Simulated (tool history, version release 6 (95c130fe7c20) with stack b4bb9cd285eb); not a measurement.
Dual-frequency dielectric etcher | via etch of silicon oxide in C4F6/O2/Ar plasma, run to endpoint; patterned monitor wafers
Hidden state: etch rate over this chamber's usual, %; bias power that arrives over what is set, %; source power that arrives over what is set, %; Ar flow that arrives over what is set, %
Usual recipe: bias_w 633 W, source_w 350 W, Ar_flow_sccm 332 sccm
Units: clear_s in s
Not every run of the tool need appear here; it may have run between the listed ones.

run    day  bias_w  source_w  Ar_flow_sccm  wafers since the last listed run  hours since the last wet clean  hours since the last bias power generator calibration  hours since the last source power generator calibration  hours since the last Ar flow controller change  hours since the last upper electrode change  incoming incoming film thickness, nm  clear_s
  1  0.000     633       350           332                                 0                           284.1                                                 3847.5                                                   2113.7                                          4082.8                                       3244.8                                  79.3     17.3
  2  0.421     633       350           332                               186                           294.2                                                 3857.6                                                   2123.8                                          4092.9                                       3254.9                                  79.3     17.1
  3  1.096     633       350           332                               298                           310.4                                                 3873.8                                                   2140.0                                          4109.1                                       3271.1                                  79.2     17.0
  4  2.825     633       350           332                               765                           351.9                                                 3915.3                                                   2181.5                                          4150.6                                       3312.6                                  79.2     17.0
  5  3.417     633       350           332                               262                           366.1                                                 3929.5                                                   2195.7                                          4164.8                                       3326.8                                  79.0     16.9
     3.742  -- bias power generator calibrated
     3.783  -- source power generator calibrated
  6  3.804     633       350           332                                78                           375.4                                                    1.5                                                      0.5                                          4174.1                                       3336.1                                  78.9     17.0
  7  4.354     633       350           332                               243                           388.6                                                   14.7                                                     13.7                                          4187.3                                       3349.3                                  78.8     16.9
  8  4.950     633       350           332                               263                           402.9                                                   29.0                                                     28.0                                          4201.6                                       3363.6                                  79.2     16.9
     6.017  -- Ar flow controller replaced
     6.233  -- upper electrode replaced
     7.154  -- wet clean of the chamber
  9  7.175     633       420           377                               369                             0.5                                                   82.4                                                     81.4                                            27.8                                         22.6                                  78.8     17.2
 10  7.192     571       270           384                                 7                             0.9                                                   82.8                                                     81.8                                            28.2                                         23.0                                  78.6     19.8
 11  7.204     633       400           271                                 5                             1.2                                                   83.1                                                     82.1                                            28.5                                         23.3                                  79.6     16.9
 12  7.742     633       380           332                               238                            14.1                                                   96.0                                                     95.0                                            41.4                                         36.2                                  79.9     17.6
 13  8.392     633       350           251                               287                            29.7                                                  111.6                                                    110.6                                            57.0                                         51.8                                  80.4     17.2
 14  8.946     633       350           397                               245                            43.0                                                  124.9                                                    123.9                                            70.3                                         65.1                                  79.5     18.3
 15  9.550     633       350           332                               267                            57.5                                                  139.4                                                    138.4                                            84.8                                         79.6                                  78.2     17.6
 16  9.992     674       350           306                               195                            68.1                                                  150.0                                                    149.0                                            95.4                                         90.2                                  78.7     17.1

Take each entry between the runs: how does the hidden state at the last listed run before it differ from the hidden state at the first listed run after it?
Logged between run 5 and run 6: bias power generator calibrated (day 3.742); source power generator calibrated (day 3.783)
  etch rate over this chamber's usual, %: 3.73 -> 3.83
  measured result minus the result with no hidden state, clear_s: -0.6 -> -0.6 s
Logged between run 8 and run 9: Ar flow controller replaced (day 6.017); upper electrode replaced (day 6.233); wet clean of the chamber (day 7.154)
  etch rate over this chamber's usual, %: 4.13 -> -0.668
  measured result minus the result with no hidden state, clear_s: -0.7 -> +0.1 s
